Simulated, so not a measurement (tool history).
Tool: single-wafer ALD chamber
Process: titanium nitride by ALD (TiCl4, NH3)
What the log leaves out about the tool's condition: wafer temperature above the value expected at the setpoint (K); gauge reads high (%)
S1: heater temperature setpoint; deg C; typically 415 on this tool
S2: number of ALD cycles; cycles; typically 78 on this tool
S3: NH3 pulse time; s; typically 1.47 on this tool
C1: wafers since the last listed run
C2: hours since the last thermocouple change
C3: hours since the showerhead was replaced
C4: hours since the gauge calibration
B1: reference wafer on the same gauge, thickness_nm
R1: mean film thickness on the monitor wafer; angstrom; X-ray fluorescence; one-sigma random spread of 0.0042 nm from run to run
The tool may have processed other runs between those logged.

Run 1, hour 0.0: usual settings; C1 0; C2 337.6; C3 5970.9; C4 441.1; B1 1.600. Result: R1 16.58 angstrom.
Run 2, hour 34.5: usual settings; C1 127; C2 372.1; C3 6005.4; C4 475.6; B1 1.600. Result: R1 16.68 angstrom.
At hour 66.4: gauge calibrated.
Run 3, hour 92.8: usual settings; C1 215; C2 430.4; C3 6063.7; C4 26.4; B1 1.599. Result: R1 16.64 angstrom.
Run 4, hour 123.4: usual settings; C1 113; C2 461.0; C3 6094.3; C4 57.0; B1 1.601. Result: R1 16.68 angstrom.
Run 5, hour 141.8: usual settings; C1 68; C2 479.4; C3 6112.7; C4 75.4; B1 1.599. Result: R1 16.72 angstrom.
Run 6, hour 176.1: usual settings; C1 126; C2 513.7; C3 6147.0; C4 109.7; B1 1.601. Result: R1 16.60 angstrom.
Run 7, hour 213.8: usual settings; C1 139; C2 551.4; C3 6184.7; C4 147.4; B1 1.601. Result: R1 16.70 angstrom.
Run 8, hour 233.8: usual settings but S3 1.84 s; C1 74; C2 571.4; C3 6204.7; C4 167.4; B1 1.599. Result: R1 16.81 angstrom.
Run 9, hour 253.8: usual settings but S2 73 cycles, S3 1.87 s; C1 74; C2 591.4; C3 6224.7; C4 187.4; B1 1.599. Result: R1 15.80 angstrom.
Run 10, hour 273.9: usual settings but S2 73 cycles, S3 1.87 s; C1 74; C2 611.5; C3 6244.8; C4 207.5; B1 1.600. Result: R1 15.73 angstrom.
Run 11, hour 304.6: usual settings but S2 73 cycles, S3 1.87 s; C1 113; C2 642.2; C3 6275.5; C4 238.2; B1 1.600. Result: R1 15.76 angstrom.
Run 12, hour 401.0: usual settings but S1 408 deg C; C1 356; C2 738.6; C3 6371.9; C4 334.6; B1 1.602. Result: R1 16.60 angstrom.
At hour 415.4: showerhead replaced.
Run 13, hour 423.5: usual settings but S2 83 cycles, S3 1.93 s; C1 53; C2 761.1; C3 8.1; C4 357.1; B1 1.602. Result: R1 17.94 angstrom.
Run 14, hour 444.7: usual settings but S2 70 cycles; C1 78; C2 782.3; C3 29.3; C4 378.3; B1 1.600. Result: R1 14.99 angstrom.
Run 15, hour 459.1: usual settings; C1 53; C2 796.7; C3 43.7; C4 392.7; B1 1.599. Result: R1 16.71 angstrom.
Run 16, hour 481.1: usual settings; C1 81; C2 818.7; C3 65.7; C4 414.7; B1 1.600. Result: R1 16.66 angstrom.
Run 17, hour 500.4: usual settings; C1 71; C2 838.0; C3 85.0; C4 434.0; B1 1.600. Result: R1 16.69 angstrom.
At hour 547.4: thermocouple changed; heater temperature recalibrated.
Run 18, hour 552.1: usual settings; C1 161; C2 4.7; C3 136.7; C4 485.7; B1 1.599. Result: R1 16.61 angstrom.
Run 19, hour 568.1: usual settings but S1 428 deg C, S3 2.02 s; C1 59; C2 20.7; C3 152.7; C4 501.7; B1 1.601. Result: R1 16.88 angstrom.
Run 20, hour 586.5: usual settings but S1 423 deg C, S3 1.81 s; C1 68; C2 39.1; C3 171.1; C4 520.1; B1 1.600. Result: R1 16.82 angstrom.
Run 21, hour 598.6: usual settings but S2 74 cycles, S3 1.99 s; C1 44; C2 51.2; C3 183.2; C4 532.2; B1 1.600. Result: R1 16.00 angstrom.
Run 22, hour 617.7: usual settings; C1 70; C2 70.3; C3 202.3; C4 551.3; B1 1.600. Result: R1 16.64 angstrom.
Run 23, hour 643.5: usual settings but S1 422 deg C, S2 89 cycles, S3 1.28 s; C1 95; C2 96.1; C3 228.1; C4 577.1; B1 1.600. Result: R1 18.99 angstrom.
At hour 643.6: gauge calibrated.
Run 24, hour 673.3: usual settings but S1 402 deg C, S2 67 cycles, S3 1.94 s; C1 110; C2 125.9; C3 257.9; C4 29.7; B1 1.601. Result: R1 14.41 angstrom.
Run 25, hour 706.3: usual settings but S3 1.84 s; C1 122; C2 158.9; C3 290.9; C4 62.7; B1 1.600. Result: R1 16.90 angstrom.
Run 26, hour 790.2: usual settings but S1 421 deg C, S3 1.02 s; C1 310; C2 242.8; C3 374.8; C4 146.6; B1 1.599. Result: R1 16.28 angstrom.
Run 27, hour 818.5: usual settings but S1 428 deg C, S3 1.65 s; C1 104; C2 271.1; C3 403.1; C4 174.9; B1 1.601. Result: R1 16.77 angstrom.
Run 28, hour 839.3: usual settings but S2 88 cycles; C1 77; C2 291.9; C3 423.9; C4 195.7; B1 1.599. Result: R1 18.80 angstrom.
Run 29, hour 867.8: usual settings but S1 425 deg C, S2 73 cycles; C1 105; C2 320.4; C3 452.4; C4 224.2; B1 1.600. Result: R1 15.64 angstrom.
Run 30, hour 954.3: usual settings but S1 422 deg C, S3 1.05 s; C1 320; C2 406.9; C3 538.9; C4 310.7; B1 1.600. Result: R1 16.48 angstrom.
Run 31, hour 980.9: usual settings but S1 423 deg C, S3 1.81 s; C1 98; C2 433.5; C3 565.5; C4 337.3; B1 1.600. Result: R1 16.90 angstrom.
Run 32, hour 1003.7: usual settings but S1 428 deg C, S2 92 cycles, S3 0.99 s; C1 84; C2 456.3; C3 588.3; C4 360.1; B1 1.598. Result: R1 19.43 angstrom.
Run 33, hour 1032.7: usual settings but S1 428 deg C, S2 65 cycles, S3 1.91 s; C1 107; C2 485.3; C3 617.3; C4 389.1; B1 1.600. Result: R1 14.05 angstrom.

Entry by entry between the runs, the difference in hidden state between the last listed run before and the first listed run after:
Between runs 2 and 3: gauge calibrated (hour 66.4)
  both runs share identical hidden conditions
Between runs 12 and 13: showerhead replaced (hour 415.4)
  both runs share identical hidden conditions
Between runs 17 and 18: thermocouple changed; heater temperature recalibrated (hour 547.4)
  both runs share identical hidden conditions
Between runs 23 and 24: gauge calibrated (hour 643.6)
  both runs share identical hidden conditions
